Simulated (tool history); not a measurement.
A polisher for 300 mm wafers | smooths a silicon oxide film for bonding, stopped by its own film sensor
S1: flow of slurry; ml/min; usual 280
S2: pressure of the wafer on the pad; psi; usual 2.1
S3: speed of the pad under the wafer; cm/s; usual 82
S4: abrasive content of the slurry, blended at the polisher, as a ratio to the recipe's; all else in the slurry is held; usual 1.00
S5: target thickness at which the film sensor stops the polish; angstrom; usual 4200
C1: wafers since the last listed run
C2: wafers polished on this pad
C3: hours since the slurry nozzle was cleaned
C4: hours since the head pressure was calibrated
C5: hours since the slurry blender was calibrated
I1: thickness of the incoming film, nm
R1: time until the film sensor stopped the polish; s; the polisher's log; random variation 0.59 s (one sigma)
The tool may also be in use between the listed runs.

run    hour   S1   S2   S3    S4    S5    C1    C2     C3      C4     C5     I1     R1
  1     0.0  280  2.1   82  1.00  4200     0  2549   76.5   282.9  224.7  462.0   70.0
  2   107.6  280  2.1   82  1.00  4200   797  3346  184.1   390.5  332.3  464.7   74.1
      120.2  -- worn pad replaced by a new one
  3   169.4  280  2.1   82  1.00  4200   428   364  245.9   452.3  394.1  466.5   77.2
      251.8  -- slurry blender recalibrated
  4   257.0  280  2.1   82  1.00  4200   634   999  333.5   539.9    5.2  456.9   61.5
      358.1  -- slurry nozzle cleaned
  5   362.1  280  2.1   82  1.00  4200   771  1770    4.0   645.0  110.3  465.3   75.9
  6   411.8  280  2.1   82  1.00  4200   368  2138   53.7   694.7  160.0  459.7   67.1
  7   488.9  280  2.1   82  1.00  4200   571  2709  130.8   771.8  237.1  456.5   59.6
  8   526.5  240  2.1   82  1.00  4200   278  2988  168.4   809.4  274.7  460.7   68.2
      538.9  -- worn pad replaced by a new one
  9   598.5  240  2.1   82  1.00  4200   503   441  240.4   881.4  346.7  463.0   72.3
 10   656.7  280  2.1   90  1.00  4200   431   872  298.6   939.6  404.9  464.9   69.7
      685.8  -- slurry blender recalibrated
 11   810.9  280  2.1   90  1.00  4200  1127  2000  452.8  1093.8  125.1  461.8   65.0
      854.8  -- slurry nozzle cleaned
      942.8  -- head pressure recalibrated
 12   982.9  280  2.1   90  1.00  4200  1252  3252  128.1    40.1  297.1  454.3   54.5
     1040.5  -- worn pad replaced by a new one
     1124.0  -- slurry blender recalibrated
 13  1218.5  280  2.1   82  1.00  4200  1701  1304  363.7   275.7   94.5  466.7   77.8
     1275.2  -- slurry nozzle cleaned
 14  1295.8  280  2.8   82  1.25  4200   565  1869   20.6   353.0  171.8  450.8   35.0
 15  1364.0  340  2.3   70  1.00  4080   505  2374   88.8   421.2  240.0  451.0   70.3
     1454.6  -- worn pad replaced by a new one
     1593.0  -- slurry blender recalibrated
 16  1651.8  180  2.8   82  1.20  4150  2088  1446  376.6   709.0   58.8  462.5   56.1
     1667.0  -- slurry nozzle cleaned
 17  1695.6  280  2.1   90  1.00  4200   317  1763   28.6   752.8  102.6  464.5   70.2
 18  1765.0  240  1.7   82  1.00  4100   514  2277   98.0   822.2  172.0  460.5  103.3
 19  1810.1  280  2.1   82  1.00  4200   334  2611  143.1   867.3  217.1  458.3   62.8
     1834.6  -- worn pad replaced by a new one
 20  1849.2  380  2.6   60  1.00  4280   260   108  182.2   906.4  256.2  459.2   47.5
 21  1956.3  315  2.1   96  1.00  4200   793   901  289.3  1013.5  363.3  461.0   60.7
 22  2037.8  325  2.7   58  1.10  4200   603  1505  370.8  1095.0  444.8  462.0   59.2
     2069.4  -- slurry blender recalibrated
 23  2079.4  330  2.1   82  0.85  4240   293  1799  412.4  1136.6   10.0  462.8   69.6
 24  2117.5  195  1.7  104  1.10  4200   282  2081  450.5  1174.7   48.1  460.2   69.6
     2135.3  -- head pressure recalibrated
     2167.4  -- slurry nozzle cleaned
 25  2177.8  280  2.1   82  1.00  4200   424  2506   10.4    42.5  108.4  458.6   65.1
 26  2229.4  240  1.7   82  1.00  4100   382  2888   62.0    94.1  160.0  460.9  107.9

How the hidden state differs across the entries between the runs, from the last listed run before each to the first after it:
Between runs 2 and 3: worn pad replaced by a new one (hour 120.2)
  deviation of the head's pressure from its setpoint, %: 1.73 -> 1.93
  measured less the result without the state, R1: -1.3 -> -1.5 s
Between runs 3 and 4: slurry blender recalibrated (hour 251.8)
  deviation of the head's pressure from its setpoint, %: 1.93 -> 2.21
  measured less the result without the state, R1: -1.5 -> -1.4 s
Between runs 4 and 5: slurry nozzle cleaned (hour 358.1)
  deviation of the head's pressure from its setpoint, %: 2.21 -> 2.55
  measured less the result without the state, R1: -1.4 -> -1.9 s
Between runs 8 and 9: worn pad replaced by a new one (hour 538.9)
  deviation of the head's pressure from its setpoint, %: 3.09 -> 3.32
  measured less the result without the state, R1: -2.1 -> -2.4 s
Between runs 10 and 11: slurry blender recalibrated (hour 685.8)
  deviation of the head's pressure from its setpoint, %: 3.51 -> 4
  measured less the result without the state, R1: -2.5 -> -2.6 s
Between runs 11 and 12: slurry nozzle cleaned (hour 854.8); head pressure recalibrated (hour 942.8)
  deviation of the head's pressure from its setpoint, %: 4 -> 0.521
  measured less the result without the state, R1: -2.6 -> -0.3 s
Between runs 12 and 13: worn pad replaced by a new one (hour 1040.5); slurry blender recalibrated (hour 1124.0)
  deviation of the head's pressure from its setpoint, %: 0.521 -> 1.28
  measured less the result without the state, R1: -0.3 -> -1.0 s
Between runs 13 and 14: slurry nozzle cleaned (hour 1275.2)
  deviation of the head's pressure from its setpoint, %: 1.28 -> 1.53
  measured less the result without the state, R1: -1.0 -> -0.6 s
Between runs 15 and 16: worn pad replaced by a new one (hour 1454.6); slurry blender recalibrated (hour 1593.0)
  deviation of the head's pressure from its setpoint, %: 1.75 -> 2.68
  measured less the result without the state, R1: -1.2 -> -1.5 s
Between runs 16 and 17: slurry nozzle cleaned (hour 1667.0)
  deviation of the head's pressure from its setpoint, %: 2.68 -> 2.82
  measured less the result without the state, R1: -1.5 -> -2.0 s
Between runs 19 and 20: worn pad replaced by a new one (hour 1834.6)
  deviation of the head's pressure from its setpoint, %: 3.19 -> 3.32
  measured less the result without the state, R1: -2.0 -> -1.6 s
Between runs 22 and 23: slurry blender recalibrated (hour 2069.4)
  deviation of the head's pressure from its setpoint, %: 3.93 -> 4.06
  measured less the result without the state, R1: -2.3 -> -2.8 s
Between runs 24 and 25: head pressure recalibrated (hour 2135.3); slurry nozzle cleaned (hour 2167.4)
  deviation of the head's pressure from its setpoint, %: 4.19 -> 0.0434
  measured less the result without the state, R1: -2.9 -> +0.0 s
